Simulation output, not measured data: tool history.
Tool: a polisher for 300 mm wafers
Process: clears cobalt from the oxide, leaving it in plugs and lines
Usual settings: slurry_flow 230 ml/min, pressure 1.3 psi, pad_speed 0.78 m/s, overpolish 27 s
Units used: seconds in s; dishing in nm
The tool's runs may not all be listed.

run,day,slurry_flow,pressure,pad_speed,overpolish,wafers since the last listed run,wafers polished on this pad,hours since the slurry nozzle was cleaned,hours since the head pressure was calibrated,"incoming thickness of the incoming film, nm",seconds,dishing
1,0,265,1.3,0.78,27,0,101,29.3,174.9,199.9,78.1,56.5
2,3.2,265,1.3,0.78,27,1055,1157,106.1,251.7,197.8,75.3,56
3,5.762,265,1.3,0.78,27,845,2003,167.6,313.2,202.1,77.6,55.4
4,7.658,230,1.2,0.78,27,625,2628,213.1,358.7,200.5,85.6,53.1
# day 9.617: head pressure recalibrated
5,10.725,230,1.7,0.78,27,984,3613,286.7,26.6,198.4,59.4,63.6
# day 15.975: worn pad replaced by a new one
6,16.688,230,1.7,0.78,27,1912,235,429.8,169.7,199.4,60.5,66
7,20.792,230,1.7,0.78,27,1354,1589,528.3,268.2,200.9,59.7,67
8,23.604,230,1.3,0.78,27,928,2517,595.8,335.7,201.5,79.1,57.1
9,26.588,230,1.3,0.78,27,984,3502,667.4,407.3,197.3,79.2,55.9
# day 26.796: slurry nozzle cleaned
# day 26.846: head pressure recalibrated
10,30.079,230,1.3,0.78,27,1121,4624,78.8,77.6,198.7,75.9,57
# day 33.771: worn pad replaced by a new one
11,34.362,230,1.3,0.78,27,1358,195,181.6,180.4,197.6,76.5,55.8
12,36.75,230,1.3,0.78,27,787,983,238.9,237.7,197.5,77,55.2
13,40.225,230,1.3,0.78,27,1146,2129,322.3,321.1,197.2,76.7,55.3
14,42.625,230,1.3,1.02,13,791,2921,379.9,378.7,201.4,60.4,39.2
# day 44.467: head pressure recalibrated
15,45.229,230,1.3,0.78,27,831,3753,442.4,18.3,201.3,76.4,57.4
16,47.429,255,1.7,0.88,27,725,4479,495.2,71.1,204.4,54.6,70.2
# day 51.312: worn pad replaced by a new one
17,51.742,310,0.9,0.6,14,1368,142,598.7,174.6,198.9,139.5,20.9
18,56.175,275,1.3,0.92,31,1462,1605,705.1,281,202.6,65.3,68.2
19,59.442,230,1.1,0.78,27,1077,2683,783.5,359.4,199.4,92.7,50.2
# day 62.092: slurry nozzle cleaned
# day 62.517: head pressure recalibrated
20,63.325,210,1.3,0.78,27,1240,3923,29.6,19.4,198.6,78.7,55.2
21,65.408,275,1.3,0.92,31,687,4610,79.6,69.4,197.5,63.2,68
22,67.175,230,1.3,0.78,27,582,5193,122,111.8,199.6,76.6,55.3
# day 68.058: worn pad replaced by a new one
23,71.225,190,1.7,0.78,36,1281,1044,219.2,209,199,60.6,78
24,74.929,230,1,0.78,27,1222,2266,308.1,297.9,199,101.4,46.9
25,77.679,230,1.3,0.78,17,907,3174,374.1,363.9,200,76.9,40
# day 78.896: head pressure recalibrated
26,81.808,205,1.5,0.9,39,1335,4509,473.2,69.9,203.5,59,80.7

What does the tool deliver on the next run?
27,83.979,230,1.3,0.64,27,716,5225,525.3,122,202.2,?,?

Run 27 came out at seconds 95.2 s, dishing 48.2 nm.
If the tool had no hidden condition, the same run with the same run-to-run variation would have returned seconds 95.2 s, dishing 48.2 nm.
